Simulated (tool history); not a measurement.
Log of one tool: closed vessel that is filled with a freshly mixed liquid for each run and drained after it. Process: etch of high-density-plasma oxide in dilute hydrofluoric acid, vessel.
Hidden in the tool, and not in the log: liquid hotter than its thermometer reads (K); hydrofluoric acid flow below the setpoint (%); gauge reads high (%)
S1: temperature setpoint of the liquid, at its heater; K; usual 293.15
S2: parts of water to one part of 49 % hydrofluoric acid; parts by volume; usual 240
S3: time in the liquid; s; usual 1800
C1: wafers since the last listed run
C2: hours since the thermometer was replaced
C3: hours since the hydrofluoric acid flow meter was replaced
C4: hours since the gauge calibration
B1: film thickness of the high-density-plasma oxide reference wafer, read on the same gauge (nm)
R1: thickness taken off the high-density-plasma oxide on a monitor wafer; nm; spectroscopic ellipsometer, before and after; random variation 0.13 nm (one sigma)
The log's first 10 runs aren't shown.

| run | hour | S1 | S2 | S3 | C1 | C2 | C3 | C4 | B1 | R1 |
|---|---|---|---|---|---|---|---|---|---|---|
|  | 701.7 | gauge calibrated |
| 11 | 718.8 | 293.15 | 240 | 1800 | 2003 | 875.8 | 108.7 | 17.1 | 110.52 | 28.32 |
| 12 | 749.4 | 293.15 | 240 | 1800 | 1006 | 906.4 | 139.3 | 47.7 | 110.49 | 28.65 |
| 13 | 785.3 | 290.15 | 310 | 1800 | 1181 | 942.3 | 175.2 | 83.6 | 110.54 | 18.60 |
| 14 | 856.3 | 293.15 | 200 | 1550 | 2336 | 1013.3 | 246.2 | 154.6 | 110.51 | 30.57 |
| 15 | 911.6 | 293.15 | 240 | 1800 | 1819 | 1068.6 | 301.5 | 209.9 | 110.46 | 28.48 |
| 16 | 966.2 | 293.15 | 240 | 1800 | 1796 | 1123.2 | 356.1 | 264.5 | 110.42 | 28.32 |
| 17 | 1012.1 | 296.15 | 240 | 1800 | 1510 | 1169.1 | 402.0 | 310.4 | 110.40 | 31.59 |
| 18 | 1068.3 | 293.15 | 240 | 2150 | 1849 | 1225.3 | 458.2 | 366.6 | 110.30 | 33.92 |
| 19 | 1106.2 | 293.15 | 240 | 990 | 1247 | 1263.2 | 496.1 | 404.5 | 110.32 | 15.71 |
| 20 | 1137.8 | 293.15 | 240 | 985 | 1039 | 1294.8 | 527.7 | 436.1 | 110.27 | 15.45 |
|  | 1168.7 | hydrofluoric acid flow meter replaced |
| 21 | 1190.0 | 290.15 | 205 | 1800 | 1684 | 1347.0 | 21.3 | 488.3 | 110.18 | 30.54 |
| 22 | 1249.4 | 293.15 | 210 | 2775 | 1954 | 1406.4 | 80.7 | 547.7 | 110.11 | 51.35 |
|  | 1259.7 | thermometer replaced |
| 23 | 1294.1 | 290.15 | 240 | 1800 | 1437 | 34.4 | 125.4 | 592.4 | 110.01 | 25.17 |
| 24 | 1356.6 | 297.15 | 155 | 1800 | 2056 | 96.9 | 187.9 | 654.9 | 109.91 | 55.52 |
| 25 | 1424.9 | 293.15 | 240 | 1800 | 2247 | 165.2 | 256.2 | 723.2 | 109.82 | 28.50 |
| 26 | 1483.7 | 293.15 | 240 | 1230 | 1934 | 224.0 | 315.0 | 782.0 | 109.66 | 19.54 |
| 27 | 1520.6 | 290.15 | 280 | 2705 | 1214 | 260.9 | 351.9 | 818.9 | 109.61 | 31.16 |
| 28 | 1569.2 | 291.65 | 325 | 2615 | 1599 | 309.5 | 400.5 | 867.5 | 109.47 | 26.55 |
| 29 | 1619.4 | 295.65 | 240 | 1010 | 1651 | 359.7 | 450.7 | 917.7 | 109.38 | 17.29 |
| 30 | 1667.1 | 293.15 | 240 | 1800 | 1569 | 407.4 | 498.4 | 965.4 | 109.28 | 28.22 |

5 ways to go on from here, each from the tool as it stands after run 30. What would each give?
| A | 1668.2 | 293.15 | 240 | 1800 | 36 | 408.5 | 499.5 | 966.5 | ? | ? |
| B | 1668.2 | 295.15 | 275 | 1065 | 36 | 408.5 | 499.5 | 966.5 | ? | ? |
| C | 1668.2 | 293.15 | 275 | 1800 | 36 | 408.5 | 499.5 | 966.5 | ? | ? |
| D | 1668.2 | 290.15 | 305 | 2365 | 36 | 408.5 | 499.5 | 966.5 | ? | ? |
| E | 1668.2 | 291.15 | 350 | 1800 | 36 | 408.5 | 499.5 | 966.5 | ? | ? |

| run | B1 | R1 |
|---|---|---|
| A | 109.26 | 28.30 |
| B | 109.26 | 15.22 |
| C | 109.26 | 23.91 |
| D | 109.26 | 24.66 |
| E | 109.26 | 16.36 |
Without the tool's hidden state the same runs would have given:
| run | R1 |
|---|---|
| A | 28.49 |
| B | 15.32 |
| C | 24.07 |
| D | 24.83 |
| E | 16.47 |
